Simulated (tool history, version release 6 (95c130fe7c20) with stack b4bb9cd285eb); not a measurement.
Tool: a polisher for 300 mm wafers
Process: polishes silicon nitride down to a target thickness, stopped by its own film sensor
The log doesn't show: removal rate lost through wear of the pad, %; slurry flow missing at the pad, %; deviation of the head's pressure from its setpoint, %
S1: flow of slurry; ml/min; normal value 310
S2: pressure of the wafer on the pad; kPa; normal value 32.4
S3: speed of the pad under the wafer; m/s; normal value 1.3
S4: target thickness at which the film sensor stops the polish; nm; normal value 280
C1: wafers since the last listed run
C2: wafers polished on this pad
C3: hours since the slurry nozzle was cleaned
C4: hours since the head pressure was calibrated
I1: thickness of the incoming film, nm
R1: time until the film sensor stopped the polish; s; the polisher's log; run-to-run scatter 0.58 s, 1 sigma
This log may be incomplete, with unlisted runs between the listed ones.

Run 1, hour 0: usual settings; C1 0; C2 637; C3 352.8; C4 1051.3; I1 450.6. Result: R1 49.6 s.
Run 2, hour 7.9: usual settings; C1 55; C2 693; C3 360.7; C4 1059.2; I1 453.4. Result: R1 51.7 s.
Run 3, hour 14: usual settings but S3 0.96 m/s, S4 297 nm; C1 43; C2 736; C3 366.8; C4 1065.3; I1 451.4. Result: R1 58.6 s.
At hour 31.7: worn pad replaced by a new one.
Run 4, hour 32.2: usual settings but S3 0.96 m/s, S4 297 nm; C1 100; C2 3; C3 385; C4 1083.5; I1 454.1. Result: R1 58.2 s.
Run 5, hour 44.6: usual settings but S3 0.96 m/s, S4 297 nm; C1 87; C2 91; C3 397.4; C4 1095.9; I1 453. Result: R1 58.2 s.
Run 6, hour 61.5: usual settings but S1 250 ml/min; C1 119; C2 210; C3 414.3; C4 1112.8; I1 447.5. Result: R1 50.6 s.
Run 7, hour 75.6: usual settings but S1 250 ml/min; C1 99; C2 310; C3 428.4; C4 1126.9; I1 441.5. Result: R1 48.9 s.
Run 8, hour 83.8: usual settings but S1 250 ml/min; C1 57; C2 367; C3 436.6; C4 1135.1; I1 453.3. Result: R1 51.7 s.
Run 9, hour 91.3: usual settings; C1 52; C2 420; C3 444.1; C4 1142.6; I1 451.1. Result: R1 50.9 s.
Run 10, hour 129.9: usual settings; C1 272; C2 693; C3 482.7; C4 1181.2; I1 449.4. Result: R1 50.4 s.
At hour 142.1: worn pad replaced by a new one.
Run 11, hour 147.9: usual settings; C1 98; C2 41; C3 500.7; C4 1199.2; I1 456.3. Result: R1 52 s.
Run 12, hour 164: usual settings; C1 113; C2 154; C3 516.8; C4 1215.3; I1 451.3. Result: R1 52.5 s.
Run 13, hour 172.9: usual settings but S2 38.6 kPa, S3 1.7 m/s; C1 62; C2 217; C3 525.7; C4 1224.2; I1 458.9. Result: R1 36.8 s.
Run 14, hour 181.4: usual settings but S1 375 ml/min, S2 26.2 kPa; C1 60; C2 277; C3 534.2; C4 1232.7; I1 443.5. Result: R1 57.8 s.
Run 15, hour 197.2: usual settings but S1 200 ml/min, S2 39.3 kPa, S3 1.06 m/s, S4 318 nm; C1 111; C2 389; C3 550; C4 1248.5; I1 449.6. Result: R1 41.2 s.
At hour 200.5: slurry nozzle cleaned.
Run 16, hour 204.6: usual settings; C1 45; C2 434; C3 4.1; C4 1255.9; I1 445.2. Result: R1 49 s.
Run 17, hour 214.5: usual settings but S3 1.54 m/s; C1 69; C2 504; C3 14; C4 1265.8; I1 446.3. Result: R1 43.4 s.
Run 18, hour 229.6: usual settings; C1 106; C2 610; C3 29.1; C4 1280.9; I1 444.9. Result: R1 49.6 s.
Run 19, hour 245: usual settings but S1 365 ml/min, S2 38.6 kPa, S3 0.94 m/s, S4 321 nm; C1 108; C2 719; C3 44.5; C4 1296.3; I1 448.4. Result: R1 42.3 s.
At hour 251.7: worn pad replaced by a new one.
Run 20, hour 255.9: usual settings but S3 1.58 m/s; C1 48; C2 29; C3 55.4; C4 1307.2; I1 446.5. Result: R1 43.1 s.
Run 21, hour 262.4: usual settings but S1 405 ml/min, S2 24.8 kPa, S3 1.18 m/s; C1 45; C2 75; C3 61.9; C4 1313.7; I1 444.8. Result: R1 65.2 s.
At hour 267.7: head pressure recalibrated.
Run 22, hour 273: usual settings but S1 275 ml/min, S3 1.54 m/s; C1 60; C2 135; C3 72.5; C4 5.3; I1 457.9. Result: R1 42.6 s.
Run 23, hour 279.9: usual settings but S1 415 ml/min, S2 36.5 kPa; C1 48; C2 184; C3 79.4; C4 12.2; I1 443.7. Result: R1 39.4 s.
Run 24, hour 296.6: usual settings but S2 41.4 kPa; C1 117; C2 302; C3 96.1; C4 28.9; I1 457.3. Result: R1 40.1 s.
Run 25, hour 312.2: usual settings but S2 29 kPa, S3 1.62 m/s, S4 312 nm; C1 110; C2 412; C3 111.7; C4 44.5; I1 450. Result: R1 35 s.
Run 26, hour 329.8: usual settings; C1 124; C2 537; C3 129.3; C4 62.1; I1 454.3. Result: R1 47.5 s.
Run 27, hour 338.7: usual settings; C1 62; C2 599; C3 138.2; C4 71; I1 456.6. Result: R1 49.5 s.
Run 28, hour 347: usual settings but S1 395 ml/min, S2 37.9 kPa, S3 1.46 m/s; C1 58; C2 658; C3 146.5; C4 79.3; I1 452. Result: R1 37.3 s.
Run 29, hour 364.6: usual settings but S1 410 ml/min, S2 27.6 kPa, S3 1.42 m/s, S4 331 nm; C1 124; C2 782; C3 164.1; C4 96.9; I1 448. Result: R1 34 s.
Run 30, hour 378.4: usual settings but S3 1.44 m/s, S4 227 nm; C1 97; C2 880; C3 177.9; C4 110.7; I1 447.5. Result: R1 56.1 s.
At hour 384.9: worn pad replaced by a new one.
Run 31, hour 386.2: usual settings but S2 24.8 kPa, S3 1.52 m/s; C1 26; C2 9; C3 185.7; C4 118.5; I1 446.6. Result: R1 50.5 s.
Run 32, hour 395.7: usual settings but S3 1.7 m/s; C1 67; C2 76; C3 195.2; C4 128; I1 440.1. Result: R1 35.3 s.
Run 33, hour 402.6: usual settings but S2 42.7 kPa, S3 1.16 m/s; C1 48; C2 125; C3 202.1; C4 134.9; I1 450.9. Result: R1 40.9 s.
Run 34, hour 409.1: usual settings; C1 45; C2 170; C3 208.6; C4 141.4; I1 439.8. Result: R1 43.9 s.
Run 35, hour 421.3: usual settings but S4 322 nm; C1 86; C2 257; C3 220.8; C4 153.6; I1 451.6. Result: R1 35.4 s.
Run 36, hour 431.5: usual settings but S1 350 ml/min; C1 72; C2 329; C3 231; C4 163.8; I1 455.9. Result: R1 47 s.

Alternative continuations, all from the tool just after run 36; predict every row:
Run A, hour 431.9: usual settings; C1 2; C2 331; C3 231.4; C4 164.2; I1 451.9. Result: R1 ?.
Run B, hour 431.9: usual settings but S1 220 ml/min, S2 25.5 kPa, S4 302 nm; C1 2; C2 331; C3 231.4; C4 164.2; I1 451.9. Result: R1 ?.
Run C, hour 431.9: usual settings but S3 0.96 m/s, S4 331 nm; C1 2; C2 331; C3 231.4; C4 164.2; I1 451.9. Result: R1 ?.
Run D, hour 431.9: usual settings but S4 246 nm; C1 2; C2 331; C3 231.4; C4 164.2; I1 451.9. Result: R1 ?.
Run E, hour 431.9: usual settings but S2 29 kPa, S3 1.14 m/s, S4 235 nm; C1 2; C2 331; C3 231.4; C4 164.2; I1 451.9. Result: R1 ?.

run    R1
  A  47.7
  B  52.8
  C  42.8
  D  57.2
  E  73.5
Had the tool no hidden state, the same runs would have come out as:
run    R1
  A  47.3
  B  52.4
  C  42.4
  D  56.7
  E  72.9

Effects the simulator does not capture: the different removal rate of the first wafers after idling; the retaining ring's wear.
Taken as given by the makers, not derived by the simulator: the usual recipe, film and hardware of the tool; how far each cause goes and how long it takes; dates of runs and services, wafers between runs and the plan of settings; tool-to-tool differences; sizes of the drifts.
